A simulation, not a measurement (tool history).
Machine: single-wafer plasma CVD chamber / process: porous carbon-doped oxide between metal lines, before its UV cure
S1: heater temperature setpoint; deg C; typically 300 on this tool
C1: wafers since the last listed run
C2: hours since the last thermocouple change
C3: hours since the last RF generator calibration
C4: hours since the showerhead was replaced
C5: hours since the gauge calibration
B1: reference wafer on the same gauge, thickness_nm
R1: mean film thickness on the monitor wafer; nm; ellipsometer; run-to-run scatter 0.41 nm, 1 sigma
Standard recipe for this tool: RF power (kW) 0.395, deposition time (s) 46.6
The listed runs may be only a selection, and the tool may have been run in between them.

{"run": 1, "hour": 0.0, "S1": 300, "RF power (kW)": 0.395, "deposition time (s)": 46.6, "C1": 0, "C2": 1404.0, "C3": 1423.4, "C4": 5868.4, "C5": 151.3, "B1": 219.221, "R1": 206.815}
{"run": 2, "hour": 9.6, "S1": 300, "RF power (kW)": 0.395, "deposition time (s)": 46.6, "C1": 155, "C2": 1413.6, "C3": 1433.0, "C4": 5878.0, "C5": 160.9, "B1": 218.74, "R1": 207.229}
{"run": 3, "hour": 16.0, "S1": 300, "RF power (kW)": 0.395, "deposition time (s)": 46.6, "C1": 103, "C2": 1420.0, "C3": 1439.4, "C4": 5884.4, "C5": 167.3, "B1": 219.038, "R1": 206.449}
{"run": 4, "hour": 25.6, "S1": 300, "RF power (kW)": 0.395, "deposition time (s)": 46.6, "C1": 155, "C2": 1429.6, "C3": 1449.0, "C4": 5894.0, "C5": 176.9, "B1": 219.094, "R1": 207.908}
{"run": 5, "hour": 38.8, "S1": 300, "RF power (kW)": 0.395, "deposition time (s)": 46.6, "C1": 214, "C2": 1442.8, "C3": 1462.2, "C4": 5907.2, "C5": 190.1, "B1": 218.804, "R1": 206.379}
{"run": 6, "hour": 49.0, "S1": 300, "RF power (kW)": 0.395, "deposition time (s)": 40.8, "C1": 165, "C2": 1453.0, "C3": 1472.4, "C4": 5917.4, "C5": 200.3, "B1": 219.057, "R1": 182.269}
{"run": 7, "hour": 65.6, "S1": 300, "RF power (kW)": 0.395, "deposition time (s)": 40.8, "C1": 269, "C2": 1469.6, "C3": 1489.0, "C4": 5934.0, "C5": 216.9, "B1": 218.967, "R1": 181.293}
{"run": 8, "hour": 88.8, "S1": 300, "RF power (kW)": 0.395, "deposition time (s)": 40.8, "C1": 376, "C2": 1492.8, "C3": 1512.2, "C4": 5957.2, "C5": 240.1, "B1": 219.022, "R1": 181.308}
{"run": 9, "hour": 101.5, "S1": 300, "RF power (kW)": 0.395, "deposition time (s)": 46.6, "C1": 206, "C2": 1505.5, "C3": 1524.9, "C4": 5969.9, "C5": 252.8, "B1": 219.057, "R1": 206.403}
{"run": 10, "hour": 116.6, "S1": 300, "RF power (kW)": 0.395, "deposition time (s)": 46.6, "C1": 245, "C2": 1520.6, "C3": 1540.0, "C4": 5985.0, "C5": 267.9, "B1": 218.765, "R1": 207.368}
{"run": 11, "hour": 126.1, "S1": 300, "RF power (kW)": 0.395, "deposition time (s)": 46.6, "C1": 154, "C2": 1530.1, "C3": 1549.5, "C4": 5994.5, "C5": 277.4, "B1": 219.083, "R1": 207.106}
{"hour": 134.6, "done": "showerhead replaced"}
{"hour": 139.6, "done": "gauge calibrated"}
{"run": 12, "hour": 142.2, "S1": 300, "RF power (kW)": 0.395, "deposition time (s)": 46.6, "C1": 131, "C2": 1546.2, "C3": 1565.6, "C4": 7.6, "C5": 2.6, "B1": 219.129, "R1": 206.521}
{"run": 13, "hour": 158.4, "S1": 300, "RF power (kW)": 0.395, "deposition time (s)": 46.6, "C1": 263, "C2": 1562.4, "C3": 1581.8, "C4": 23.8, "C5": 18.8, "B1": 219.048, "R1": 206.494}
{"run": 14, "hour": 165.3, "S1": 300, "RF power (kW)": 0.395, "deposition time (s)": 48.5, "C1": 112, "C2": 1569.3, "C3": 1588.7, "C4": 30.7, "C5": 25.7, "B1": 218.825, "R1": 214.262}
{"run": 15, "hour": 179.3, "S1": 300, "RF power (kW)": 0.395, "deposition time (s)": 48.6, "C1": 227, "C2": 1583.3, "C3": 1602.7, "C4": 44.7, "C5": 39.7, "B1": 218.977, "R1": 213.763}
{"run": 16, "hour": 189.5, "S1": 300, "RF power (kW)": 0.395, "deposition time (s)": 42.6, "C1": 165, "C2": 1593.5, "C3": 1612.9, "C4": 54.9, "C5": 49.9, "B1": 219.112, "R1": 188.336}
{"run": 17, "hour": 200.1, "S1": 287, "RF power (kW)": 0.395, "deposition time (s)": 54.3, "C1": 172, "C2": 1604.1, "C3": 1623.5, "C4": 65.5, "C5": 60.5, "B1": 218.938, "R1": 255.505}
{"run": 18, "hour": 210.0, "S1": 306, "RF power (kW)": 0.365, "deposition time (s)": 53.7, "C1": 160, "C2": 1614.0, "C3": 1633.4, "C4": 75.4, "C5": 70.4, "B1": 218.78, "R1": 222.488}
{"hour": 220.0, "done": "thermocouple changed; heater temperature recalibrated"}
{"run": 19, "hour": 221.0, "S1": 291, "RF power (kW)": 0.425, "deposition time (s)": 39.4, "C1": 48, "C2": 1.0, "C3": 1644.4, "C4": 86.4, "C5": 81.4, "B1": 218.786, "R1": 189.008}
{"run": 20, "hour": 238.6, "S1": 300, "RF power (kW)": 0.395, "deposition time (s)": 46.6, "C1": 285, "C2": 18.6, "C3": 1662.0, "C4": 104.0, "C5": 99.0, "B1": 218.952, "R1": 205.968}
{"run": 21, "hour": 252.5, "S1": 300, "RF power (kW)": 0.445, "deposition time (s)": 50.3, "C1": 225, "C2": 32.5, "C3": 1675.9, "C4": 117.9, "C5": 112.9, "B1": 218.91, "R1": 234.063}
{"run": 22, "hour": 260.7, "S1": 294, "RF power (kW)": 0.34, "deposition time (s)": 46.6, "C1": 133, "C2": 40.7, "C3": 1684.1, "C4": 126.1, "C5": 121.1, "B1": 219.145, "R1": 199.051}
{"run": 23, "hour": 268.5, "S1": 309, "RF power (kW)": 0.465, "deposition time (s)": 51.9, "C1": 126, "C2": 48.5, "C3": 1691.9, "C4": 133.9, "C5": 128.9, "B1": 219.122, "R1": 234.826}
{"hour": 282.4, "done": "RF generator calibrated"}
{"run": 24, "hour": 282.9, "S1": 304, "RF power (kW)": 0.355, "deposition time (s)": 55.6, "C1": 103, "C2": 62.9, "C3": 0.5, "C4": 148.3, "C5": 143.3, "B1": 219.05, "R1": 237.985}
{"run": 25, "hour": 285.5, "S1": 300, "RF power (kW)": 0.395, "deposition time (s)": 46.6, "C1": 42, "C2": 65.5, "C3": 3.1, "C4": 150.9, "C5": 145.9, "B1": 218.874, "R1": 214.333}
{"run": 26, "hour": 294.4, "S1": 300, "RF power (kW)": 0.395, "deposition time (s)": 46.6, "C1": 144, "C2": 74.4, "C3": 12.0, "C4": 159.8, "C5": 154.8, "B1": 218.939, "R1": 213.604}
{"run": 27, "hour": 310.7, "S1": 300, "RF power (kW)": 0.395, "deposition time (s)": 46.6, "C1": 264, "C2": 90.7, "C3": 28.3, "C4": 176.1, "C5": 171.1, "B1": 219.067, "R1": 213.796}
{"run": 28, "hour": 320.3, "S1": 300, "RF power (kW)": 0.395, "deposition time (s)": 46.6, "C1": 155, "C2": 100.3, "C3": 37.9, "C4": 185.7, "C5": 180.7, "B1": 218.996, "R1": 214.049}
{"run": 29, "hour": 330.7, "S1": 291, "RF power (kW)": 0.35, "deposition time (s)": 46.6, "C1": 168, "C2": 110.7, "C3": 48.3, "C4": 196.1, "C5": 191.1, "B1": 218.946, "R1": 212.503}
{"run": 30, "hour": 338.7, "S1": 300, "RF power (kW)": 0.395, "deposition time (s)": 46.6, "C1": 129, "C2": 118.7, "C3": 56.3, "C4": 204.1, "C5": 199.1, "B1": 219.099, "R1": 213.598}
{"run": 31, "hour": 356.0, "S1": 300, "RF power (kW)": 0.395, "deposition time (s)": 53.7, "C1": 280, "C2": 136.0, "C3": 73.6, "C4": 221.4, "C5": 216.4, "B1": 219.074, "R1": 245.447}
{"run": 32, "hour": 371.6, "S1": 311, "RF power (kW)": 0.37, "deposition time (s)": 53.7, "C1": 253, "C2": 151.6, "C3": 89.2, "C4": 237.0, "C5": 232.0, "B1": 219.14, "R1": 226.047}
{"run": 33, "hour": 381.7, "S1": 300, "RF power (kW)": 0.395, "deposition time (s)": 46.6, "C1": 164, "C2": 161.7, "C3": 99.3, "C4": 247.1, "C5": 242.1, "B1": 219.033, "R1": 214.411}
{"run": 34, "hour": 392.1, "S1": 305, "RF power (kW)": 0.395, "deposition time (s)": 39.6, "C1": 168, "C2": 172.1, "C3": 109.7, "C4": 257.5, "C5": 252.5, "B1": 218.885, "R1": 177.247}
{"run": 35, "hour": 400.4, "S1": 287, "RF power (kW)": 0.465, "deposition time (s)": 46.6, "C1": 134, "C2": 180.4, "C3": 118.0, "C4": 265.8, "C5": 260.8, "B1": 218.95, "R1": 245.424}

Each row is a separate what-if for the run after 35, all from the same tool condition, not one after another. Results?
{"run": "A", "hour": 400.8, "S1": 300, "RF power (kW)": 0.395, "deposition time (s)": 46.6, "C1": 6, "C2": 180.8, "C3": 118.4, "C4": 266.2, "C5": 261.2, "B1": "?", "R1": "?"}
{"run": "B", "hour": 400.8, "S1": 306, "RF power (kW)": 0.32, "deposition time (s)": 44.1, "C1": 6, "C2": 180.8, "C3": 118.4, "C4": 266.2, "C5": 261.2, "B1": "?", "R1": "?"}
{"run": "C", "hour": 400.8, "S1": 309, "RF power (kW)": 0.465, "deposition time (s)": 54.6, "C1": 6, "C2": 180.8, "C3": 118.4, "C4": 266.2, "C5": 261.2, "B1": "?", "R1": "?"}

run=A B1=219.072 R1=214.148
run=B B1=219.072 R1=180.614
run=C B1=219.072 R1=257.060
What these runs would have given with no unlogged condition in the tool:
run=A R1=215.543
run=B R1=181.832
run=C R1=258.735
